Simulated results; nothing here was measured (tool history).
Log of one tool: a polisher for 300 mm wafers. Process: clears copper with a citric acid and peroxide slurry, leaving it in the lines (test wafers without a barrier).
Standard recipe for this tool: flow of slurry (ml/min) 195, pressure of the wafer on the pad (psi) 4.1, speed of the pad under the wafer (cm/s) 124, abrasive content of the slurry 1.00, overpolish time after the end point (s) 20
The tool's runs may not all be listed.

run	hour	flow of slurry (ml/min)	pressure of the wafer on the pad (psi)	speed of the pad under the wafer (cm/s)	abrasive content of the slurry	overpolish time after the end point (s)	incoming thickness of the incoming film, nm	time until the end point was called (s)	dishing of a wide line in a test structure (angstrom)
1	0.0	170	4.1	124	1.00	28	424.9	94.4	707
2	26.7	195	3.8	124	1.00	20	425.4	98.2	512
# hour 31.5: slurry blender recalibrated
# hour 36.9: worn pad replaced by a new one
3	47.8	195	3.8	124	1.00	20	435.2	100.8	508
4	82.0	195	3.8	124	1.00	20	422.7	99.2	529
5	103.6	195	4.1	158	1.00	20	429.4	74.8	629
6	116.9	195	4.6	124	1.00	20	427.8	83.8	605
# hour 127.8: worn pad replaced by a new one
7	148.5	240	4.1	124	1.00	20	435.4	91.9	575
# hour 164.0: slurry nozzle cleaned
8	196.6	240	4.1	124	1.00	20	432.9	91.4	534
9	210.6	240	4.1	124	0.70	20	431.3	102.4	506
# hour 214.3: head pressure recalibrated
# hour 225.1: worn pad replaced by a new one
10	234.3	195	4.1	156	1.00	26	424.3	74.6	757
11	255.1	195	2.9	124	1.00	17	434.6	132.7	375
# hour 267.9: slurry blender recalibrated
12	268.5	235	2.9	82	1.25	20	429.2	172.1	326
# hour 324.2: worn pad replaced by a new one
13	341.0	195	5.2	140	0.70	31	427.1	73.8	883

Estimate the outcome of run 14 from the log above:
14	369.9	195	4.1	124	1.00	25	426.1	?	?

time until the end point was called (s): 91.2
dishing of a wide line in a test structure (angstrom): 667
On a tool with no hidden condition, and with the same random variation, this run would have come out at time until the end point was called (s) 91.2, dishing of a wide line in a test structure (angstrom) 667.
